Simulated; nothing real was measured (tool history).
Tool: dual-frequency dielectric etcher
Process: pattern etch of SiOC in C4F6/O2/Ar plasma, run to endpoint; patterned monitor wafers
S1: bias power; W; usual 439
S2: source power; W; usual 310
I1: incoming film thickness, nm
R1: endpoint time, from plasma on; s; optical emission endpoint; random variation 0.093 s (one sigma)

{"run": 1, "hour": 0.0, "S1": 509, "S2": 310, "I1": 29.44, "R1": 11.1}
{"run": 2, "hour": 11.9, "S1": 509, "S2": 310, "I1": 29.08, "R1": 11.0}
{"run": 3, "hour": 27.8, "S1": 439, "S2": 310, "I1": 29.48, "R1": 11.6}
{"run": 4, "hour": 36.7, "S1": 439, "S2": 310, "I1": 29.48, "R1": 11.8}
{"run": 5, "hour": 47.1, "S1": 439, "S2": 310, "I1": 29.27, "R1": 11.5}
{"run": 6, "hour": 63.6, "S1": 439, "S2": 310, "I1": 29.74, "R1": 11.8}
{"run": 7, "hour": 70.6, "S1": 439, "S2": 310, "I1": 29.48, "R1": 11.7}
{"run": 8, "hour": 98.8, "S1": 439, "S2": 310, "I1": 29.52, "R1": 11.9}
{"run": 9, "hour": 136.5, "S1": 439, "S2": 310, "I1": 29.54, "R1": 11.6}
{"run": 10, "hour": 152.3, "S1": 439, "S2": 310, "I1": 29.12, "R1": 11.6}
{"run": 11, "hour": 164.8, "S1": 439, "S2": 310, "I1": 29.6, "R1": 11.9}
{"run": 12, "hour": 178.8, "S1": 439, "S2": 310, "I1": 29.3, "R1": 11.8}
{"run": 13, "hour": 206.7, "S1": 439, "S2": 310, "I1": 29.51, "R1": 11.9}
{"run": 14, "hour": 222.8, "S1": 439, "S2": 310, "I1": 29.5, "R1": 12.1}
{"run": 15, "hour": 239.8, "S1": 363, "S2": 260, "I1": 29.4, "R1": 13.8}
{"hour": 268.8, "done": "wet clean of the chamber"}
{"run": 16, "hour": 269.3, "S1": 374, "S2": 280, "I1": 29.31, "R1": 12.5}
{"run": 17, "hour": 269.6, "S1": 439, "S2": 310, "I1": 29.46, "R1": 11.3}
{"run": 18, "hour": 273.1, "S1": 468, "S2": 360, "I1": 29.38, "R1": 10.3}
{"hour": 303.0, "done": "upper electrode replaced"}
{"run": 19, "hour": 303.5, "S1": 374, "S2": 380, "I1": 29.31, "R1": 10.7}
{"run": 20, "hour": 303.8, "S1": 483, "S2": 310, "I1": 29.19, "R1": 10.7}
{"run": 21, "hour": 306.4, "S1": 439, "S2": 350, "I1": 29.15, "R1": 10.6}
{"run": 22, "hour": 321.5, "S1": 366, "S2": 360, "I1": 29.54, "R1": 11.2}
{"hour": 331.3, "done": "bias power generator calibrated"}
{"run": 23, "hour": 336.2, "S1": 439, "S2": 240, "I1": 29.32, "R1": 13.0}
{"run": 24, "hour": 350.5, "S1": 358, "S2": 310, "I1": 28.87, "R1": 11.8}
{"run": 25, "hour": 364.8, "S1": 528, "S2": 380, "I1": 29.22, "R1": 9.7}
{"hour": 372.2, "done": "source power generator calibrated"}
{"run": 26, "hour": 372.7, "S1": 439, "S2": 310, "I1": 29.43, "R1": 11.6}
{"run": 27, "hour": 389.4, "S1": 439, "S2": 310, "I1": 29.44, "R1": 11.5}
{"run": 28, "hour": 395.9, "S1": 545, "S2": 270, "I1": 29.52, "R1": 11.6}
{"run": 29, "hour": 408.6, "S1": 541, "S2": 310, "I1": 29.52, "R1": 10.7}
{"run": 30, "hour": 417.1, "S1": 439, "S2": 310, "I1": 29.3, "R1": 11.4}
{"run": 31, "hour": 423.4, "S1": 548, "S2": 310, "I1": 29.28, "R1": 10.5}
{"run": 32, "hour": 432.6, "S1": 505, "S2": 350, "I1": 29.6, "R1": 10.3}
{"run": 33, "hour": 440.2, "S1": 544, "S2": 390, "I1": 29.6, "R1": 9.6}
{"run": 34, "hour": 447.1, "S1": 439, "S2": 360, "I1": 29.24, "R1": 10.7}
{"run": 35, "hour": 486.4, "S1": 439, "S2": 310, "I1": 29.47, "R1": 11.5}
{"run": 36, "hour": 509.6, "S1": 335, "S2": 340, "I1": 29.59, "R1": 12.0}

Hidden state or all else? Some run-to-run changes of R1, split into what the settings, what came in and random variation would give without the hidden state, and what is left for the hidden state (with any gauge scatter that isn't in both results):
The hidden state here: etch rate over this chamber's usual, %; bias power that arrives over what is set, %; source power that arrives over what is set, %.
Run 5 -> 6: no setting changed, nothing entered. R1 +0.3 s: hidden state +0.1, all else +0.2.
Run 10 -> 11: no setting changed, nothing entered. R1 +0.3 s: hidden state +0.1, all else +0.2.
Run 15 -> 16: S1 363 -> 374, S2 260 -> 280, wet clean of the chamber. R1 -1.3 s: hidden state -0.6, all else -0.7.
Run 22 -> 23: S1 366 -> 439, S2 360 -> 240, bias power generator calibrated. R1 +1.8 s: hidden state +0.0, all else +1.8.
Run 24 -> 25: S1 358 -> 528, S2 310 -> 380. R1 -2.1 s: hidden state +0.1, all else -2.2.
Run 25 -> 26: S1 528 -> 439, S2 380 -> 310, source power generator calibrated. R1 +1.9 s: hidden state +0.0, all else +1.9.

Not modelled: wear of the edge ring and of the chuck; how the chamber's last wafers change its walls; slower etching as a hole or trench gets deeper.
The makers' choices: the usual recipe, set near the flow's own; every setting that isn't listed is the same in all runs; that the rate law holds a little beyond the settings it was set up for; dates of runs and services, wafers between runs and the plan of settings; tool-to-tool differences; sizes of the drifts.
